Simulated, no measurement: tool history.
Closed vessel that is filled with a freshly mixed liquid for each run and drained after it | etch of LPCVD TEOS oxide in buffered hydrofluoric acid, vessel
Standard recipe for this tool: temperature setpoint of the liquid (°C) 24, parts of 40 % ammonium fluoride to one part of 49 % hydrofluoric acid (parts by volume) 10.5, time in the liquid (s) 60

| run | hour | temperature setpoint of the liquid (°C) | parts of 40 % ammonium fluoride to one part of 49 % hydrofluoric acid (parts by volume) | time in the liquid (s) | wafers since the last listed run | hours since the thermometer was replaced | hours since the hydrofluoric acid flow meter was replaced | hours since the gauge calibration | read-back film thickness of the LPCVD TEOS oxide reference wafer, read on the same gauge (nm) | thickness taken off the LPCVD TEOS oxide on a monitor wafer (angstrom) |
|---|---|---|---|---|---|---|---|---|---|---|
| 1 | 0 | 20.5 | 10.5 | 60 | 0 | 298.6 | 963.9 | 982.7 | 120.02 | 1201.9 |
|  | 90.2 | gauge calibrated |
| 2 | 179.4 | 20.5 | 10.5 | 60 | 15507 | 478 | 1143.3 | 89.2 | 120 | 1181.3 |
| 3 | 205.1 | 20.5 | 10.5 | 60 | 2221 | 503.7 | 1169 | 114.9 | 120.01 | 1154.7 |
| 4 | 240.3 | 24 | 10.5 | 60 | 3042 | 538.9 | 1204.2 | 150.1 | 120.01 | 1417.9 |
| 5 | 282.8 | 24 | 10.5 | 60 | 3673 | 581.4 | 1246.7 | 192.6 | 119.99 | 1375.6 |
| 6 | 326.2 | 24 | 7.5 | 85 | 3751 | 624.8 | 1290.1 | 236 | 120.04 | 2725.6 |
| 7 | 379.5 | 24 | 7.5 | 85 | 4607 | 678.1 | 1343.4 | 289.3 | 119.97 | 2746.3 |
| 8 | 438.4 | 24 | 7.5 | 85 | 5091 | 737 | 1402.3 | 348.2 | 120.01 | 2728.1 |
|  | 443.3 | thermometer replaced |
| 9 | 479.2 | 21 | 10.5 | 60 | 3440 | 35.9 | 1443.1 | 389 | 119.99 | 1284.8 |
| 10 | 516.8 | 24 | 10.5 | 60 | 3250 | 73.5 | 1480.7 | 426.6 | 120.01 | 1500.6 |
| 11 | 575.1 | 24 | 10.5 | 60 | 5039 | 131.8 | 1539 | 484.9 | 120.04 | 1501.1 |
| 12 | 621 | 24 | 10.5 | 60 | 3967 | 177.7 | 1584.9 | 530.8 | 119.99 | 1494.1 |
| 13 | 680.1 | 24 | 8 | 60 | 5108 | 236.8 | 1644 | 589.9 | 120.01 | 1903.4 |
| 14 | 739.2 | 26 | 10.5 | 75 | 5108 | 295.9 | 1703.1 | 649 | 120 | 2048.3 |
| 15 | 817.5 | 21.5 | 10.5 | 60 | 6768 | 374.2 | 1781.4 | 727.3 | 120.01 | 1258.6 |
|  | 851.9 | hydrofluoric acid flow meter replaced |
| 16 | 948.6 | 24 | 10.5 | 30 | 11245 | 505.3 | 96.7 | 858.4 | 119.99 | 669.9 |
|  | 986.5 | gauge calibrated |
| 17 | 987.8 | 24 | 13.5 | 30 | 3388 | 544.5 | 135.9 | 1.3 | 119.97 | 514.1 |
| 18 | 1026 | 24 | 10.5 | 75 | 3301 | 582.7 | 174.1 | 39.5 | 119.98 | 1685.4 |
| 19 | 1093.7 | 24 | 9 | 60 | 5851 | 650.4 | 241.8 | 107.2 | 119.98 | 1486.3 |
| 20 | 1128.6 | 20.5 | 10.5 | 60 | 3016 | 685.3 | 276.7 | 142.1 | 119.99 | 1111 |
| 21 | 1158.4 | 24 | 10.5 | 60 | 2575 | 715.1 | 306.5 | 171.9 | 119.97 | 1323 |
|  | 1167.1 | thermometer replaced |
| 22 | 1182.8 | 28.5 | 10.5 | 35 | 2022 | 15.7 | 330.9 | 196.3 | 119.98 | 1101.9 |
| 23 | 1217.9 | 24 | 14 | 50 | 3033 | 50.8 | 366 | 231.4 | 120.05 | 919.5 |
| 24 | 1280.4 | 20.5 | 8.5 | 95 | 5402 | 113.3 | 428.5 | 293.9 | 120 | 2286.6 |

Hidden state at the last listed run before each entry between runs and at the first one after, where it differs:
Between runs 1 and 2: gauge calibrated (hour 90.2)
  liquid colder than its thermometer reads (K): 1.04 -> 1.52; hydrofluoric acid flow above the setpoint (%): 5.44 -> 6.32
  measured less the result without the state, thickness taken off the LPCVD TEOS oxide on a monitor wafer (angstrom): -9.7 -> -35.8
Between runs 8 and 9: thermometer replaced (hour 443.3)
  liquid colder than its thermometer reads (K): 2.21 -> 0.41; hydrofluoric acid flow above the setpoint (%): 7.59 -> 7.79
  measured less the result without the state, thickness taken off the LPCVD TEOS oxide on a monitor wafer (angstrom): -120.3 -> +51.9
Between runs 15 and 16: hydrofluoric acid flow meter replaced (hour 851.9)
  liquid colder than its thermometer reads (K): 1.31 -> 1.66; hydrofluoric acid flow above the setpoint (%): 9.44 -> 1.62
  measured less the result without the state, thickness taken off the LPCVD TEOS oxide on a monitor wafer (angstrom): +0.9 -> -52.4
Between runs 16 and 17: gauge calibrated (hour 986.5)
  liquid colder than its thermometer reads (K): 1.66 -> 1.77; hydrofluoric acid flow above the setpoint (%): 1.62 -> 1.81
  measured less the result without the state, thickness taken off the LPCVD TEOS oxide on a monitor wafer (angstrom): -52.4 -> -42.6
Between runs 21 and 22: thermometer replaced (hour 1167.1)
  liquid colder than its thermometer reads (K): 2.22 -> 0.234; hydrofluoric acid flow above the setpoint (%): 2.65 -> 2.77
  measured less the result without the state, thickness taken off the LPCVD TEOS oxide on a monitor wafer (angstrom): -134 -> +15.8
